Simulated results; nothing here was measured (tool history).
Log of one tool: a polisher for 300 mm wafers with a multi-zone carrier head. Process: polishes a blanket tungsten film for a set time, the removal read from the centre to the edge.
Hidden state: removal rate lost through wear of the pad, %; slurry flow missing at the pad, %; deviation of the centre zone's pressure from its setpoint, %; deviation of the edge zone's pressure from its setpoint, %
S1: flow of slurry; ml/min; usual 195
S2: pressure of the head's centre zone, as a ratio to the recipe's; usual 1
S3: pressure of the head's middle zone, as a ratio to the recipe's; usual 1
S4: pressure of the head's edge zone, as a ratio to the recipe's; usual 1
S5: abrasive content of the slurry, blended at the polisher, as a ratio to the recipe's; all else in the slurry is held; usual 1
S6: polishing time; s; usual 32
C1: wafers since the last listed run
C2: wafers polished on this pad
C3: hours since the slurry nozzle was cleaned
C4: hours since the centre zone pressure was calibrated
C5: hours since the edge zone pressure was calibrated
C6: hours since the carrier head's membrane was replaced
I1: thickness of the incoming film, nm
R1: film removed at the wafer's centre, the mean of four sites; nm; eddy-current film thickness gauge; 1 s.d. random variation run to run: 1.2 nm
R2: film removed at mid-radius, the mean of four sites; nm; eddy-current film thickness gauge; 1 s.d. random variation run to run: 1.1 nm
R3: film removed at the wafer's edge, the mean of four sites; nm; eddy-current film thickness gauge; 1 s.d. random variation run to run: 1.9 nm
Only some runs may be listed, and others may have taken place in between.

run,hour,S1,S2,S3,S4,S5,S6,C1,C2,C3,C4,C5,C6,I1,R1,R2,R3
1,0,195,1,1,1,1,32,0,1684,257,217,250.3,42,852.4,166.2,162,166
2,63.9,195,1,1,1,1,32,754,2438,320.9,280.9,314.2,105.9,839.6,162.3,160.9,165.2
3,136.4,195,1,1,1,1,40,855,3293,393.4,353.4,386.7,178.4,852.9,198.8,197.2,204.6
# hour 175.2: edge zone pressure recalibrated
4,205.9,195,1,1,1,1,40,796,4090,462.9,422.9,30.7,247.9,827.4,188.4,190.4,202.5
# hour 220.6: worn pad replaced by a new one
# hour 269.7: slurry nozzle cleaned
5,284,195,1,1,1,1,32,862,735,14.3,501,108.8,326,840,167.7,164.1,167.7
6,355.6,195,1,1,1,1,32,844,1580,85.9,572.6,180.4,397.6,843.6,167.4,163.3,166.2
7,439.6,195,1,1,1,1,32,991,2572,169.9,656.6,264.4,481.6,832.4,165.6,164.8,168.7
# hour 519: centre zone pressure recalibrated
8,591.4,195,0.95,1,1,1,38,1767,4339,321.7,72.4,416.2,633.4,848.9,182.4,188.9,198.1
# hour 609: edge zone pressure recalibrated
# hour 622.6: worn pad replaced by a new one, of another model than before
9,686.9,195,0.95,1,1,1,38,1056,758,417.2,167.9,77.9,728.9,830.5,166.2,174.8,186.7
# hour 804.8: slurry nozzle cleaned
# hour 878.1: carrier head's membrane replaced by a new one
10,992,195,1,1,1,0.85,32,3529,4288,187.2,473,383,113.9,856,156.8,155.8,160.9
# hour 1015.7: worn pad replaced by a new one
# hour 1054.7: edge zone pressure recalibrated
11,1063.7,195,1,1.11,1,1,24,775,542,258.9,544.7,9,185.6,845.3,123.4,133.4,125.1
12,1133.5,195,1,1,1,1,32,823,1366,328.7,614.5,78.8,255.4,856.1,162.2,157.5,164.2
13,1216.6,165,1,1,1,1,29,980,2347,411.8,697.6,161.9,338.5,845.4,127.2,128.2,139.5
14,1310.4,195,1,1,1.07,0.9,35,1106,3454,505.6,791.4,255.7,432.3,839.7,143.4,142.5,164.9
# hour 1341.7: slurry nozzle cleaned
15,1400.3,195,1,1,1,1,32,1049,4503,58.6,881.3,345.6,522.2,839.8,167.6,165.1,172.2
# hour 1418.7: worn pad replaced by a new one
# hour 1421.5: centre zone pressure recalibrated
# hour 1476.1: edge zone pressure recalibrated
16,1589.8,195,1,1,1.06,1,27,2141,1971,248.1,168.3,113.7,711.7,849.4,138.1,136.9,145.4
# hour 1674.2: carrier head's membrane replaced by a new one
17,1697.6,265,1.09,0.88,1.06,1,32,1213,3184,355.9,276.1,221.5,23.4,842,184.9,151.2,178.6
18,1773.7,195,1,1,1.06,0.7,32,898,4082,432,352.2,297.6,99.5,844.9,134.3,134.3,145.3
# hour 1791: worn pad replaced by a new one
# hour 1815.6: slurry nozzle cleaned
# hour 1820.1: edge zone pressure recalibrated
19,1879.5,195,1,0.93,1,1,32,1165,1008,63.9,458,59.4,205.3,857.1,168.8,156.6,172.3
20,1948.6,195,1,1,0.89,0.85,32,815,1824,133,527.1,128.5,274.4,829.4,159.4,156,154.4

Predict each of these 4 candidate next runs independently; none follows another, all start after run 20:
A,1949,195,1,1,1,1,32,4,1828,133.4,527.5,128.9,274.8,838.8,?,?,?
B,1949,240,1,1,1,1,39,4,1828,133.4,527.5,128.9,274.8,838.8,?,?,?
C,1949,195,1,1,1,1,36,4,1828,133.4,527.5,128.9,274.8,838.8,?,?,?
D,1949,195,1,0.9,1,1,32,4,1828,133.4,527.5,128.9,274.8,838.8,?,?,?

run,R1,R2,R3
A,167.9,164.7,167.8
B,213.6,208.5,210.5
C,188.9,185.3,188.8
D,167.8,150.8,168.1
With the hidden condition removed and each run's random variation left untouched, the same runs would have given:
run,R1,R2,R3
A,169.3,165.8,168.7
B,214.9,209.6,211.3
C,190.4,186.5,189.8
D,169.1,151.8,168.9
